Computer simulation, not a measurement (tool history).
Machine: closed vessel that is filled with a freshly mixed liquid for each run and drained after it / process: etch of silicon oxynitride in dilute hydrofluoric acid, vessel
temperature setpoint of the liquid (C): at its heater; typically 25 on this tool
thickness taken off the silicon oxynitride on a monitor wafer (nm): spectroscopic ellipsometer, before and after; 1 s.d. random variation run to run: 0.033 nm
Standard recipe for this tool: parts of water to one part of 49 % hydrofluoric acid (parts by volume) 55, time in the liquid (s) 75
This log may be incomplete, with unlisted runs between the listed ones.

| run | day | temperature setpoint of the liquid (C) | parts of water to one part of 49 % hydrofluoric acid (parts by volume) | time in the liquid (s) | read-back film thickness of the silicon oxynitride reference wafer, read on the same gauge (nm) | thickness taken off the silicon oxynitride on a monitor wafer (nm) |
|---|---|---|---|---|---|---|
| 1 | 0 | 22 | 55 | 75 | 110.03 | 5.3 |
| 2 | 0.725 | 22 | 55 | 75 | 110.01 | 5.3 |
| 3 | 1.183 | 25 | 55 | 85 | 109.99 | 6.95 |
| 4 | 1.462 | 25 | 55 | 85 | 109.99 | 6.93 |
| 5 | 2.183 | 25 | 55 | 95 | 109.99 | 7.71 |
|  | 2.504 | thermometer replaced |
| 6 | 2.529 | 25 | 55 | 95 | 110.04 | 7.78 |
| 7 | 2.879 | 25 | 55 | 95 | 110 | 7.69 |
| 8 | 3.579 | 25 | 55 | 75 | 110.04 | 6.06 |
|  | 3.717 | hydrofluoric acid flow meter replaced |
|  | 4.429 | gauge calibrated |
| 9 | 4.521 | 29 | 75 | 100 | 110.01 | 8.1 |
| 10 | 5.008 | 25 | 55 | 75 | 110.02 | 6.93 |
| 11 | 5.579 | 25 | 55 | 45 | 110 | 4.17 |
| 12 | 5.888 | 27 | 85 | 65 | 109.99 | 4.22 |
| 13 | 6.504 | 25 | 55 | 55 | 109.99 | 5.1 |
| 14 | 6.796 | 25 | 65 | 90 | 109.98 | 7.02 |
| 15 | 7.121 | 25 | 55 | 75 | 110 | 6.88 |

Below are 5 alternative next runs, each starting from the tool's condition after run 15. Predict each:
| A | 7.15 | 25 | 55 | 35 | ? | ? |
| B | 7.15 | 28 | 55 | 75 | ? | ? |
| C | 7.15 | 25 | 35 | 75 | ? | ? |
| D | 7.15 | 30 | 55 | 90 | ? | ? |
| E | 7.15 | 22 | 30 | 60 | ? | ? |

| run | read-back film thickness of the silicon oxynitride reference wafer, read on the same gauge (nm) | thickness taken off the silicon oxynitride on a monitor wafer (nm) |
|---|---|---|
| A | 109.97 | 3.25 |
| B | 109.97 | 8.03 |
| C | 109.97 | 11.13 |
| D | 109.97 | 10.59 |
| E | 109.97 | 8.98 |
What these runs would have given with no unlogged condition in the tool:
| run | thickness taken off the silicon oxynitride on a monitor wafer (nm) |
|---|---|
| A | 3.29 |
| B | 8.13 |
| C | 11.26 |
| D | 10.72 |
| E | 9.09 |
